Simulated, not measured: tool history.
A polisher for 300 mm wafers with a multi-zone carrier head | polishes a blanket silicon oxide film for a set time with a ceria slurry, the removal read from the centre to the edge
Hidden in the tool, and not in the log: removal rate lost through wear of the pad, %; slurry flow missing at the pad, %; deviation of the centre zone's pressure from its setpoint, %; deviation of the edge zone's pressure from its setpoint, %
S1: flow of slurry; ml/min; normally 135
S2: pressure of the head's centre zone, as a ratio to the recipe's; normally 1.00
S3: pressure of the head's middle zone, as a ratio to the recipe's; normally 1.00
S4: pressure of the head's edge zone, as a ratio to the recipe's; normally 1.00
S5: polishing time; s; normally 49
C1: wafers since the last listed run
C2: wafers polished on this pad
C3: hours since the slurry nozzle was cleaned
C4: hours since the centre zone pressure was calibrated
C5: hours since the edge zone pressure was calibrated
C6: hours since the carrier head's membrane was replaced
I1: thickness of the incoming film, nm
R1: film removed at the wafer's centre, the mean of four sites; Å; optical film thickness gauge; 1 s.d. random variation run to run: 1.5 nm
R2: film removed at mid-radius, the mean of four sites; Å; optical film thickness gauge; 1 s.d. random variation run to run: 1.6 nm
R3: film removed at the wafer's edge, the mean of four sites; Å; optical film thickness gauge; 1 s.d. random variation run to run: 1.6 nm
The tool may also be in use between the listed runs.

| run | day | S1 | S2 | S3 | S4 | S5 | C1 | C2 | C3 | C4 | C5 | C6 | I1 | R1 | R2 | R3 |
|---|---|---|---|---|---|---|---|---|---|---|---|---|---|---|---|---|
| 1 | 0.000 | 135 | 1.00 | 0.97 | 1.00 | 49 | 0 | 2923 | 273.9 | 270.8 | 338.7 | 605.3 | 913.7 | 2245 | 2330 | 2395 |
| 2 | 4.354 | 135 | 1.00 | 1.00 | 1.00 | 49 | 1146 | 4070 | 378.4 | 375.3 | 443.2 | 709.8 | 904.6 | 2204 | 2383 | 2361 |
|  | 7.912 | worn pad replaced by a new one |
| 3 | 7.933 | 135 | 1.00 | 1.00 | 1.00 | 49 | 898 | 5 | 464.3 | 461.2 | 529.1 | 795.7 | 912.9 | 2202 | 2331 | 2354 |
|  | 9.500 | carrier head's membrane replaced by a new one |
| 4 | 10.288 | 135 | 1.00 | 1.00 | 1.00 | 49 | 565 | 570 | 520.8 | 517.7 | 585.6 | 18.9 | 908.4 | 2195 | 2332 | 2362 |
|  | 10.967 | centre zone pressure recalibrated |
|  | 13.212 | slurry nozzle cleaned |
| 5 | 14.125 | 135 | 1.00 | 1.00 | 1.00 | 49 | 977 | 1548 | 21.9 | 75.8 | 677.7 | 111.0 | 913.0 | 2290 | 2406 | 2431 |
| 6 | 17.096 | 135 | 1.00 | 1.00 | 1.00 | 49 | 782 | 2331 | 93.2 | 147.1 | 749.0 | 182.3 | 926.5 | 2258 | 2412 | 2399 |
| 7 | 20.588 | 135 | 1.00 | 1.00 | 1.00 | 49 | 919 | 3250 | 177.0 | 230.9 | 832.8 | 266.1 | 918.7 | 2225 | 2394 | 2403 |
| 8 | 22.879 | 135 | 0.92 | 1.00 | 1.07 | 36 | 603 | 3854 | 232.0 | 285.9 | 887.8 | 321.1 | 929.0 | 1501 | 1739 | 1828 |
|  | 23.962 | edge zone pressure recalibrated |
|  | 24.762 | worn pad replaced by a new one |
| 9 | 26.996 | 135 | 1.04 | 0.96 | 1.00 | 49 | 1018 | 587 | 330.8 | 384.7 | 72.8 | 419.9 | 901.8 | 2281 | 2295 | 2401 |
| 10 | 30.004 | 135 | 1.00 | 1.00 | 1.00 | 49 | 792 | 1380 | 403.0 | 456.9 | 145.0 | 492.1 | 927.1 | 2161 | 2336 | 2371 |
|  | 33.092 | centre zone pressure recalibrated |
| 11 | 33.212 | 135 | 1.00 | 1.00 | 1.00 | 49 | 823 | 2203 | 480.0 | 2.9 | 222.0 | 569.1 | 902.3 | 2278 | 2349 | 2351 |
| 12 | 34.971 | 135 | 1.09 | 0.90 | 1.00 | 43 | 463 | 2666 | 522.2 | 45.1 | 264.2 | 611.3 | 920.0 | 2140 | 1903 | 2064 |
| 13 | 36.779 | 135 | 1.00 | 1.00 | 1.00 | 49 | 476 | 3142 | 565.6 | 88.5 | 307.6 | 654.7 | 892.6 | 2197 | 2292 | 2338 |
| 14 | 40.246 | 170 | 1.00 | 1.11 | 0.92 | 49 | 913 | 4055 | 648.8 | 171.7 | 390.8 | 737.9 | 920.4 | 2275 | 2646 | 2300 |
|  | 41.679 | worn pad replaced by a new one |
| 15 | 42.275 | 105 | 1.09 | 1.00 | 1.00 | 49 | 490 | 157 | 697.5 | 220.4 | 439.5 | 786.6 | 892.9 | 2130 | 2117 | 2205 |
|  | 42.517 | slurry nozzle cleaned |
|  | 43.733 | carrier head's membrane replaced by a new one |
| 16 | 44.092 | 135 | 1.10 | 1.00 | 1.00 | 34 | 412 | 569 | 37.8 | 264.0 | 483.1 | 8.6 | 904.6 | 1737 | 1658 | 1674 |
| 17 | 46.362 | 135 | 0.90 | 1.00 | 1.00 | 49 | 598 | 1168 | 92.3 | 318.5 | 537.6 | 63.1 | 914.9 | 2049 | 2415 | 2404 |
| 18 | 49.225 | 135 | 1.00 | 1.00 | 1.00 | 49 | 753 | 1921 | 161.0 | 387.2 | 606.3 | 131.8 | 911.4 | 2234 | 2397 | 2376 |
| 19 | 53.129 | 135 | 1.00 | 1.00 | 0.91 | 40 | 1028 | 2950 | 254.7 | 480.9 | 700.0 | 225.5 | 913.9 | 1830 | 1966 | 1844 |
|  | 55.054 | centre zone pressure recalibrated |
| 20 | 57.196 | 135 | 1.00 | 1.00 | 1.00 | 49 | 1049 | 3999 | 352.3 | 51.4 | 797.6 | 323.1 | 919.4 | 2231 | 2414 | 2382 |
| 21 | 59.021 | 155 | 1.08 | 1.12 | 1.06 | 49 | 480 | 4480 | 396.1 | 95.2 | 841.4 | 366.9 | 897.7 | 2528 | 2652 | 2498 |
|  | 60.112 | worn pad replaced by a new one |
| 22 | 61.779 | 135 | 1.04 | 0.95 | 1.00 | 49 | 682 | 438 | 462.3 | 161.4 | 907.6 | 433.1 | 897.2 | 2284 | 2227 | 2370 |

Entry by entry between the runs, the difference in hidden state between the last listed run before and the first listed run after:
After run 2, before run 3: worn pad replaced by a new one (day 7.912)
  slurry flow missing at the pad, %: 5.91 -> 8.9; deviation of the centre zone's pressure from its setpoint, %: -3.53 -> -3.74
  difference, measured minus the result without the unlogged condition, R1: -114 -> -138 Å; R2: -29 -> -45 Å; R3: -21 -> -33 Å
After run 3, before run 4: carrier head's membrane replaced by a new one (day 9.500)
  slurry flow missing at the pad, %: 8.9 -> 11.2; deviation of the centre zone's pressure from its setpoint, %: -3.74 -> -3.84
  difference, measured minus the result without the unlogged condition, R1: -138 -> -154 Å; R2: -45 -> -59 Å; R3: -33 -> -42 Å
After run 4, before run 5: centre zone pressure recalibrated (day 10.967); slurry nozzle cleaned (day 13.212)
  slurry flow missing at the pad, %: 11.2 -> 2.58; deviation of the centre zone's pressure from its setpoint, %: -3.84 -> -2
  difference, measured minus the result without the unlogged condition, R1: -154 -> -61 Å; R2: -59 -> -13 Å; R3: -42 -> -9 Å
After run 8, before run 9: edge zone pressure recalibrated (day 23.962); worn pad replaced by a new one (day 24.762)
  slurry flow missing at the pad, %: 4.78 -> 7.08; deviation of the centre zone's pressure from its setpoint, %: -4.05 -> -4.44
  difference, measured minus the result without the unlogged condition, R1: -83 -> -148 Å; R2: -17 -> -35 Å; R3: -14 -> -26 Å
After run 10, before run 11: centre zone pressure recalibrated (day 33.092)
  slurry flow missing at the pad, %: 9.26 -> 12.1; deviation of the centre zone's pressure from its setpoint, %: -4.61 -> 0.301
  difference, measured minus the result without the unlogged condition, R1: -159 -> -64 Å; R2: -48 -> -65 Å; R3: -34 -> -46 Å
After run 14, before run 15: worn pad replaced by a new one (day 41.679)
  slurry flow missing at the pad, %: 19.9 -> 22.6; deviation of the centre zone's pressure from its setpoint, %: -2.44 -> -2.85
  difference, measured minus the result without the unlogged condition, R1: -164 -> -252 Å; R2: -108 -> -157 Å; R3: -68 -> -109 Å
After run 15, before run 16: slurry nozzle cleaned (day 42.517); carrier head's membrane replaced by a new one (day 43.733)
  slurry flow missing at the pad, %: 22.6 -> 0.16; deviation of the centre zone's pressure from its setpoint, %: -2.85 -> -3.14
  difference, measured minus the result without the unlogged condition, R1: -252 -> -57 Å; R2: -157 -> +0 Å; R3: -109 -> +0 Å
After run 19, before run 20: centre zone pressure recalibrated (day 55.054)
  slurry flow missing at the pad, %: 2.78 -> 5.22; deviation of the centre zone's pressure from its setpoint, %: -3.86 -> -1.75
  difference, measured minus the result without the unlogged condition, R1: -86 -> -69 Å; R2: -11 -> -26 Å; R3: -7 -> -19 Å
After run 21, before run 22: worn pad replaced by a new one (day 60.112)
  slurry flow missing at the pad, %: 6.58 -> 8.92; deviation of the centre zone's pressure from its setpoint, %: -2.5 -> -3.32
  difference, measured minus the result without the unlogged condition, R1: -101 -> -132 Å; R2: -32 -> -44 Å; R3: -23 -> -33 Å
